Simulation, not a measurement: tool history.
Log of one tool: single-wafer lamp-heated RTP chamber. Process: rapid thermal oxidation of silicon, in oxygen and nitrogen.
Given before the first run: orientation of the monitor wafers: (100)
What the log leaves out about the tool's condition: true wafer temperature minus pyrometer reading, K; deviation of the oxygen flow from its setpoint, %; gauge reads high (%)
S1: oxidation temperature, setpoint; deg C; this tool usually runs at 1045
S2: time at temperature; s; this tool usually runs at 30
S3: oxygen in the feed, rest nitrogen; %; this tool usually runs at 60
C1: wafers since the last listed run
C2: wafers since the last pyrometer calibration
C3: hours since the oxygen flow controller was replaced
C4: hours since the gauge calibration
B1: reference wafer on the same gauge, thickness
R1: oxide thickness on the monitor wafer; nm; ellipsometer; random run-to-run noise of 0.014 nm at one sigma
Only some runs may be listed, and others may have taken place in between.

| run | hour | S1 | S2 | S3 | C1 | C2 | C3 | C4 | B1 | R1 |
|---|---|---|---|---|---|---|---|---|---|---|
| 1 | 0.0 | 1045 | 30 | 60 | 0 | 2353 | 2644.7 | 94.7 | 5.244 | 5.678 |
| 2 | 32.3 | 1045 | 30 | 60 | 253 | 2607 | 2677.0 | 127.0 | 5.237 | 5.652 |
| 3 | 65.7 | 1045 | 30 | 60 | 262 | 2870 | 2710.4 | 160.4 | 5.239 | 5.668 |
| 4 | 91.9 | 1045 | 39 | 60 | 205 | 3076 | 2736.6 | 186.6 | 5.238 | 6.347 |
| 5 | 115.0 | 1045 | 39 | 60 | 181 | 3257 | 2759.7 | 209.7 | 5.241 | 6.351 |
| 6 | 131.4 | 1045 | 30 | 67 | 128 | 3386 | 2776.1 | 226.1 | 5.240 | 5.901 |
| 7 | 155.1 | 1045 | 30 | 60 | 186 | 3573 | 2799.8 | 249.8 | 5.236 | 5.689 |
| 8 | 186.1 | 1045 | 30 | 60 | 243 | 3816 | 2830.8 | 280.8 | 5.239 | 5.722 |
| 9 | 200.0 | 1045 | 30 | 60 | 109 | 3926 | 2844.7 | 294.7 | 5.237 | 5.700 |
|  | 214.3 | oxygen flow controller replaced |
| 10 | 233.4 | 1045 | 30 | 60 | 199 | 4125 | 19.1 | 328.1 | 5.235 | 5.721 |
| 11 | 256.4 | 1045 | 30 | 60 | 180 | 4306 | 42.1 | 351.1 | 5.241 | 5.706 |
| 12 | 284.9 | 1030 | 43 | 87 | 224 | 4530 | 70.6 | 379.6 | 5.240 | 6.836 |
| 13 | 319.4 | 1030 | 34 | 68 | 271 | 4801 | 105.1 | 414.1 | 5.238 | 5.694 |
| 14 | 354.9 | 1071 | 43 | 60 | 279 | 5081 | 140.6 | 449.6 | 5.238 | 7.965 |
| 15 | 374.4 | 1045 | 30 | 60 | 153 | 5234 | 160.1 | 469.1 | 5.240 | 5.744 |
| 16 | 389.2 | 1045 | 30 | 60 | 116 | 5350 | 174.9 | 483.9 | 5.240 | 5.744 |
| 17 | 411.0 | 1019 | 39 | 60 | 171 | 5522 | 196.7 | 505.7 | 5.240 | 5.363 |
|  | 418.9 | gauge calibrated |
|  | 428.8 | pyrometer window cleaned and pyrometer calibrated |
| 18 | 429.3 | 1070 | 41 | 60 | 80 | 4 | 215.0 | 10.4 | 5.244 | 7.543 |
| 19 | 453.0 | 1045 | 30 | 60 | 186 | 190 | 238.7 | 34.1 | 5.240 | 5.596 |
| 20 | 466.6 | 1067 | 41 | 79 | 106 | 297 | 252.3 | 47.7 | 5.245 | 8.150 |
| 21 | 490.2 | 1045 | 30 | 60 | 185 | 482 | 275.9 | 71.3 | 5.239 | 5.599 |
| 22 | 521.5 | 1017 | 39 | 50 | 246 | 729 | 307.2 | 102.6 | 5.239 | 4.877 |
| 23 | 556.5 | 1045 | 43 | 60 | 275 | 1004 | 342.2 | 137.6 | 5.240 | 6.554 |

Measured less the same run without the tool's hidden state. The same run-to-run variation is in both; the gauge's scatter may not be:
| run | R1 |
|---|---|
| 1 | +0.061 |
| 2 | +0.068 |
| 3 | +0.074 |
| 4 | +0.089 |
| 5 | +0.095 |
| 6 | +0.091 |
| 7 | +0.092 |
| 8 | +0.099 |
| 9 | +0.100 |
| 10 | +0.107 |
| 11 | +0.112 |
| 12 | +0.147 |
| 13 | +0.126 |
| 14 | +0.180 |
| 15 | +0.136 |
| 16 | +0.139 |
| 17 | +0.136 |
| 18 | +0.002 |
| 19 | +0.006 |
| 20 | +0.013 |
| 21 | +0.014 |
| 22 | +0.018 |
| 23 | +0.031 |

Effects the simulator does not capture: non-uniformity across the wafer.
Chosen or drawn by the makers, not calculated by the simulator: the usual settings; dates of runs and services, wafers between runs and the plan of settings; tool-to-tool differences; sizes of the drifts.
